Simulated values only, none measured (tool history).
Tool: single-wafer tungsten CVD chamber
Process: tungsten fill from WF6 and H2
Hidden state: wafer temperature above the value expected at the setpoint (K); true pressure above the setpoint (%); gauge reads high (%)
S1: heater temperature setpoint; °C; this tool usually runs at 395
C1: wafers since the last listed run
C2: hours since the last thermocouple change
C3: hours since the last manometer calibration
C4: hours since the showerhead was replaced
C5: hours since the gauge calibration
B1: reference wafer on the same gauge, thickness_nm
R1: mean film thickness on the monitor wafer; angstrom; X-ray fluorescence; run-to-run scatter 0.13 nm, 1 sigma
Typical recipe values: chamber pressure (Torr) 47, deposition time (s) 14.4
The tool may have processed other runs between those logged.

run 1 hour=0 | S1=395 chamber_pressure_(Torr)=42.4 deposition_time_(s)=14.4 | C1=0 C2=1926.2 C3=1516.2 C4=3998.9 C5=18 | B1=37.244 | R1=385.54
run 2 hour=20.7 | S1=395 chamber_pressure_(Torr)=42.4 deposition_time_(s)=14.4 | C1=707 C2=1946.9 C3=1536.9 C4=4019.6 C5=38.7 | B1=37.292 | R1=385.6
run 3 hour=51.6 | S1=395 chamber_pressure_(Torr)=42.4 deposition_time_(s)=14.4 | C1=1055 C2=1977.8 C3=1567.8 C4=4050.5 C5=69.6 | B1=37.356 | R1=384.08
run 4 hour=86.3 | S1=395 chamber_pressure_(Torr)=47 deposition_time_(s)=14.4 | C1=1185 C2=2012.5 C3=1602.5 C4=4085.2 C5=104.3 | B1=37.339 | R1=410.8
run 5 hour=104.5 | S1=404 chamber_pressure_(Torr)=47 deposition_time_(s)=14.4 | C1=621 C2=2030.7 C3=1620.7 C4=4103.4 C5=122.5 | B1=37.295 | R1=474.81
-- hour=125.4 thermocouple changed; heater temperature recalibrated
run 6 hour=125.9 | S1=395 chamber_pressure_(Torr)=47 deposition_time_(s)=15.4 | C1=457 C2=0.5 C3=1642.1 C4=4124.8 C5=143.9 | B1=37.307 | R1=474.96
run 7 hour=150 | S1=395 chamber_pressure_(Torr)=47 deposition_time_(s)=15.4 | C1=823 C2=24.6 C3=1666.2 C4=4148.9 C5=168 | B1=37.312 | R1=476.38
run 8 hour=185.7 | S1=409 chamber_pressure_(Torr)=38.3 deposition_time_(s)=11.7 | C1=1219 C2=60.3 C3=1701.9 C4=4184.6 C5=203.7 | B1=37.318 | R1=394.25
run 9 hour=213.3 | S1=399 chamber_pressure_(Torr)=54.6 deposition_time_(s)=17.2 | C1=942 C2=87.9 C3=1729.5 C4=4212.2 C5=231.3 | B1=37.327 | R1=618.12
-- hour=223.5 showerhead replaced
run 10 hour=236.4 | S1=395 chamber_pressure_(Torr)=47 deposition_time_(s)=14.4 | C1=515 C2=111 C3=1752.6 C4=12.9 C5=254.4 | B1=37.278 | R1=444.22
-- hour=252.4 gauge calibrated
-- hour=259.4 capacitance manometer re-zeroed and calibrated
run 11 hour=266.6 | S1=404 chamber_pressure_(Torr)=55.5 deposition_time_(s)=14.4 | C1=758 C2=141.2 C3=7.2 C4=43.1 C5=14.2 | B1=37.316 | R1=566.59

What does the tool deliver on the next run?
run 12 hour=296.8 | S1=390 chamber_pressure_(Torr)=47 deposition_time_(s)=14.4 | C1=1031 C2=171.4 C3=37.4 C4=73.3 C5=44.4 | B1=? | R1=?

Logged for run 12: B1 37.314, R1 408.31 angstrom.
On a tool with no hidden condition, and with the same random variation, this run would have come out at R1 410.28 angstrom.
